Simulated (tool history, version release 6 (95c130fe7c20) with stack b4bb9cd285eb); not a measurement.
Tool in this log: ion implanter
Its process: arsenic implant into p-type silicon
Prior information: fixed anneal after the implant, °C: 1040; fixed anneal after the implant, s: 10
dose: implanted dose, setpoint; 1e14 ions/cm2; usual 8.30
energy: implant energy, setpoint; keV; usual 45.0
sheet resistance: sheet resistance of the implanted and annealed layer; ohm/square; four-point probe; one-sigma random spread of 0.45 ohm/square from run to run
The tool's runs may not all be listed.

run,hour,dose,energy,wafers since the last listed run,hours since the last dose calibration,hours since the extraction supply was calibrated,hours since the gauge calibration,"read-back reference wafer on the same gauge, sheet resistance",sheet resistance
1,0.0,6.65,45.0,0,1313.5,5319.1,399.8,129.30,147.39
2,12.7,8.30,45.0,283,1326.2,5331.8,412.5,129.06,125.57
3,31.8,8.30,49.5,426,1345.3,5350.9,431.6,129.27,123.50
4,45.5,8.30,33.5,305,1359.0,5364.6,445.3,129.09,132.76
5,81.0,8.30,33.5,792,1394.5,5400.1,480.8,129.34,133.25
6,102.3,8.30,33.5,475,1415.8,5421.4,502.1,129.53,132.29
7,120.6,8.30,45.0,408,1434.1,5439.7,520.4,129.38,126.39
8,140.3,8.30,45.0,439,1453.8,5459.4,540.1,129.28,126.18
9,169.0,8.30,45.0,640,1482.5,5488.1,568.8,129.55,126.07
10,182.4,8.30,45.0,299,1495.9,5501.5,582.2,129.63,126.67
11,199.8,8.30,45.0,388,1513.3,5518.9,599.6,129.59,125.84
12,212.5,8.30,45.0,283,1526.0,5531.6,612.3,129.40,126.14
13,246.1,6.95,53.5,750,1559.6,5565.2,645.9,129.71,139.73
14,272.3,8.30,45.0,585,1585.8,5591.4,672.1,129.75,126.17
# hour 338.8: Faraday cup replaced and dose calibrated
15,339.3,8.30,45.0,1317,0.5,5658.4,739.1,129.53,126.68
16,369.7,9.62,45.0,678,30.9,5688.8,769.5,129.62,114.14
17,396.0,9.62,45.0,587,57.2,5715.1,795.8,129.65,114.13
18,430.0,10.46,57.0,759,91.2,5749.1,829.8,129.66,103.86
19,446.3,8.30,32.5,364,107.5,5765.4,846.1,129.88,134.44
20,478.6,9.25,31.5,721,139.8,5797.7,878.4,129.87,125.18
21,503.0,8.30,60.0,544,164.2,5822.1,902.8,129.66,121.09
22,519.4,8.30,45.0,366,180.6,5838.5,919.2,129.79,127.00
23,551.9,7.24,35.5,725,213.1,5871.0,951.7,129.74,144.76
24,585.5,7.21,32.0,750,246.7,5904.6,985.3,129.78,148.61
25,614.3,8.30,40.0,643,275.5,5933.4,1014.1,129.92,129.69
# hour 626.1: extraction supply calibrated
# hour 635.4: gauge calibrated
26,648.5,6.34,40.5,585,309.7,22.4,13.1,127.05,154.32
27,663.9,9.60,34.5,343,325.1,37.8,28.5,127.18,117.88
28,677.3,7.50,45.0,299,338.5,51.2,41.9,127.32,134.35
29,706.4,8.30,45.0,649,367.6,80.3,71.0,127.47,124.08
30,740.7,10.31,59.0,766,401.9,114.6,105.3,127.68,102.50
31,772.1,8.30,45.0,701,433.3,146.0,136.7,127.91,124.53
32,795.5,9.54,36.5,522,456.7,169.4,160.1,128.05,117.76
33,809.9,6.64,36.5,321,471.1,183.8,174.5,128.15,150.89
34,836.7,8.30,45.0,598,497.9,210.6,201.3,128.27,125.17
35,858.8,10.28,45.0,493,520.0,232.7,223.4,128.08,107.82
36,877.9,7.24,33.5,426,539.1,251.8,242.5,128.40,144.97
37,902.0,10.09,49.0,538,563.2,275.9,266.6,128.67,108.26

The tool's hidden state at each run:
deviation of the true dose from the Faraday cup's reading, %: 0 on each run
deviation of the true energy from its setpoint, %: 0 on each run
H1: gauge reads high (%)
run,H1
1,1.67
2,1.7
3,1.73
4,1.76
5,1.81
6,1.84
7,1.87
8,1.89
9,1.93
10,1.94
11,1.96
12,1.97
13,2
14,2.03
15,2.07
16,2.09
17,2.11
18,2.12
19,2.13
20,2.15
21,2.16
22,2.16
23,2.17
24,2.18
25,2.19
26,0.0384
27,0.142
28,0.228
29,0.403
30,0.589
31,0.741
32,0.845
33,0.905
34,1.01
35,1.09
36,1.15
37,1.23

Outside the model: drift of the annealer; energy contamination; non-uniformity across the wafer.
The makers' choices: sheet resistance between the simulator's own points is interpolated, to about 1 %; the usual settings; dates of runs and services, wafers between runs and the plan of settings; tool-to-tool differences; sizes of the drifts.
